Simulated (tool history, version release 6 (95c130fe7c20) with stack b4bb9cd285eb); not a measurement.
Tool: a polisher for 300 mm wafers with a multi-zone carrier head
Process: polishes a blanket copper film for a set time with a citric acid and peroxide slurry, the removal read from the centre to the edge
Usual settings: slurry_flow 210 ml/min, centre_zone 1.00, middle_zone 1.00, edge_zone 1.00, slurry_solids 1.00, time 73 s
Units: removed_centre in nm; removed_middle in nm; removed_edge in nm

run,hour,slurry_flow,centre_zone,middle_zone,edge_zone,slurry_solids,time,wafers since the last listed run,wafers polished on this pad,hours since the slurry nozzle was cleaned,hours since the centre zone pressure was calibrated,hours since the edge zone pressure was calibrated,hours since the carrier head's membrane was replaced,"incoming thickness of the incoming film, nm",removed_centre,removed_middle,removed_edge
1,0.0,210,1.00,1.00,1.00,1.00,73,0,899,689.3,1194.6,1185.1,562.2,1131.9,177.9,179.0,183.3
2,7.3,210,1.00,1.00,1.00,1.00,73,48,948,696.6,1201.9,1192.4,569.5,1133.4,177.2,179.4,181.9
# hour 27.7: worn pad replaced by a new one
3,28.2,210,1.00,1.00,1.00,1.00,73,112,3,717.5,1222.8,1213.3,590.4,1110.9,205.6,202.8,200.5
4,32.9,210,1.00,1.00,1.00,1.00,73,31,34,722.2,1227.5,1218.0,595.1,1116.1,201.9,201.1,203.2
5,42.3,210,1.00,0.90,1.00,1.00,73,62,97,731.6,1236.9,1227.4,604.5,1106.7,199.5,184.3,204.3
# hour 45.4: slurry nozzle cleaned
6,55.6,210,1.00,1.00,1.00,1.00,73,81,178,10.2,1250.2,1240.7,617.8,1129.3,189.7,200.2,201.1
7,64.6,210,1.00,1.00,1.00,1.00,73,59,238,19.2,1259.2,1249.7,626.8,1110.1,192.9,196.5,197.0
# hour 70.7: centre zone pressure recalibrated
8,81.8,210,1.00,1.00,1.00,1.00,73,101,339,36.4,11.1,1266.9,644.0,1113.0,193.6,191.2,195.0
# hour 99.7: edge zone pressure recalibrated
9,100.2,210,1.00,0.89,1.00,1.00,98,109,448,54.8,29.5,0.5,662.4,1116.9,252.1,229.3,262.9
# hour 111.3: carrier head's membrane replaced by a new one
10,113.6,210,1.00,1.00,1.00,1.00,73,55,504,68.2,42.9,13.9,2.3,1140.3,191.9,189.6,196.2
11,128.3,210,1.00,1.00,1.00,0.85,73,97,602,82.9,57.6,28.6,17.0,1132.8,173.1,175.6,178.7
12,136.5,210,1.00,1.00,1.00,1.00,73,54,657,91.1,65.8,36.8,25.2,1105.6,184.2,184.0,191.7
13,153.6,145,1.00,1.00,1.00,1.00,73,113,770,108.2,82.9,53.9,42.3,1115.8,170.8,173.4,179.0
14,161.7,135,1.00,1.07,1.00,1.00,73,53,824,116.3,91.0,62.0,50.4,1097.1,171.4,179.4,176.7
# hour 174.5: worn pad replaced by a new one
15,185.3,250,0.89,1.00,1.06,1.10,73,130,72,139.9,114.6,85.6,74.0,1134.0,186.4,213.8,224.0
16,195.0,245,1.00,1.07,1.00,1.00,73,64,136,149.6,124.3,95.3,83.7,1118.4,200.8,214.7,208.2
17,202.5,180,0.90,1.00,1.00,1.20,50,49,186,157.1,131.8,102.8,91.2,1118.9,128.7,141.7,141.6
18,214.3,160,1.00,1.00,1.00,1.00,50,78,264,168.9,143.6,114.6,103.0,1142.5,131.4,130.2,133.6
19,223.6,210,1.00,1.00,1.00,1.00,73,61,326,178.2,152.9,123.9,112.3,1117.3,195.1,195.6,200.7
20,231.5,210,1.00,1.00,1.00,0.90,73,52,379,186.1,160.8,131.8,120.2,1102.6,186.2,191.4,193.1
21,245.5,210,1.00,1.00,0.90,0.85,97,93,472,200.1,174.8,145.8,134.2,1104.1,246.1,240.2,234.7

The same runs without the tool's hidden state, with the same run-to-run variation:
The hidden state here: removal rate lost through wear of the pad, %; slurry flow missing at the pad, %; deviation of the centre zone's pressure from its setpoint, %; deviation of the edge zone's pressure from its setpoint, %.
run,removed_centre,removed_middle,removed_edge
1,200.3,201.5,206.4
2,200.7,203.1,206.0
3,207.9,205.1,202.8
4,204.9,204.1,206.2
5,203.8,188.3,208.8
6,195.8,206.6,207.6
7,200.5,204.1,204.7
8,203.8,201.2,205.3
9,269.2,244.8,280.7
10,207.0,204.5,211.6
11,188.9,191.7,195.0
12,202.3,202.1,210.5
13,190.2,193.1,199.3
14,192.1,201.0,198.0
15,188.7,216.4,226.8
16,204.7,218.9,212.3
17,131.9,145.2,145.1
18,135.9,134.6,138.2
19,203.2,203.7,209.0
20,195.1,200.5,202.3
21,260.5,254.4,248.6

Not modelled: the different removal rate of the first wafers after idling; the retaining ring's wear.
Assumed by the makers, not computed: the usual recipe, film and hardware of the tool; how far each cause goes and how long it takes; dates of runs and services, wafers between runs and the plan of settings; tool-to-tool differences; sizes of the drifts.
